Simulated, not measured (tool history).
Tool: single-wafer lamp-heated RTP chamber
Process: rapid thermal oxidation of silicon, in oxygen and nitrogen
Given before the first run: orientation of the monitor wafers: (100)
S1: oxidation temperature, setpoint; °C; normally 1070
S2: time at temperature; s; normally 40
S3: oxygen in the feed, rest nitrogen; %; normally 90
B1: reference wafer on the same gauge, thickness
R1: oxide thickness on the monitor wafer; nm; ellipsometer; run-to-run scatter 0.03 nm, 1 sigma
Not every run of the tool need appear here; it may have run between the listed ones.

run,day,S1,S2,S3,B1,R1
1,0.000,1057,40,90,10.011,8.113
2,2.342,1057,40,90,10.024,8.192
3,4.017,1080,32,90,10.035,8.716
4,5.246,1080,32,90,10.028,8.726
5,7.083,1070,30,90,10.035,7.994
6,8.642,1070,30,90,10.038,7.942
7,11.096,1070,30,90,10.028,8.028
8,13.600,1070,40,90,10.022,9.168
# day 15.100: pyrometer window cleaned and pyrometer calibrated
9,16.046,1070,40,90,10.020,8.824
10,17.754,1070,40,90,10.027,8.800
11,19.946,1070,40,90,10.027,8.862
12,22.333,1070,40,90,10.042,8.857
13,23.712,1070,40,90,10.032,8.978
14,31.262,1070,40,90,10.018,9.117
15,32.279,1070,40,90,10.034,9.075
16,35.196,1056,40,90,10.032,8.413
# day 37.262: pyrometer window cleaned and pyrometer calibrated
17,37.546,1070,40,90,10.029,8.851
# day 38.317: gauge calibrated
18,38.900,1088,50,98,10.038,11.271
19,40.583,1051,53,76,10.021,8.329
20,41.729,1053,26,67,10.032,5.963
# day 43.142: oxygen flow controller replaced
21,44.471,1070,50,72,10.030,9.082
22,47.075,1097,40,79,10.011,10.172
23,49.196,1070,29,98,10.025,8.033
24,51.488,1042,24,74,10.033,5.601
25,53.112,1070,47,98,10.047,10.012
# day 54.396: pyrometer window cleaned and pyrometer calibrated
26,54.825,1043,52,98,10.024,8.534
27,57.729,1091,51,70,10.033,10.316
28,59.125,1070,40,90,10.034,8.865
29,62.021,1092,47,98,10.032,11.339
30,63.958,1070,40,90,10.036,8.953
31,65.292,1070,48,69,10.039,8.856
32,67.492,1048,54,98,10.036,9.123
33,69.221,1085,40,76,10.035,9.387
34,71.000,1080,32,90,10.029,8.819
# day 71.488: pyrometer window cleaned and pyrometer calibrated
35,72.946,1047,35,60,10.027,6.215
36,75.071,1080,32,90,10.037,8.587
37,76.633,1043,31,98,10.016,6.771
38,81.696,1070,60,68,10.031,9.596

Pick out some run-to-run changes in R1. Of each, how much would a tool without hidden state show as well, from the settings, what came in and chance, and how much is left for the hidden state and any gauge scatter not in both results compared?
Hidden state at play: true wafer temperature minus pyrometer reading, K; deviation of the oxygen flow from its setpoint, %; gauge reads high (%).
Run 8 -> 9: pyrometer window cleaned and pyrometer calibrated. R1 -0.344 nm: hidden state -0.339, all else -0.005.
Run 16 -> 17: S1 1056 -> 1070, pyrometer window cleaned and pyrometer calibrated. R1 +0.438 nm: hidden state -0.347, all else +0.785.
Run 18 -> 19: S1 1088 -> 1051, S2 50 -> 53, S3 98 -> 76. R1 -2.942 nm: hidden state +0.003, all else -2.945.
Run 20 -> 21: S1 1053 -> 1070, S2 26 -> 50, S3 67 -> 72, oxygen flow controller replaced. R1 +3.119 nm: hidden state +0.042, all else +3.077.
Run 24 -> 25: S1 1042 -> 1070, S2 24 -> 47, S3 74 -> 98. R1 +4.411 nm: hidden state +0.147, all else +4.264.
Run 25 -> 26: S1 1070 -> 1043, S2 47 -> 52, pyrometer window cleaned and pyrometer calibrated. R1 -1.478 nm: hidden state -0.267, all else -1.211.
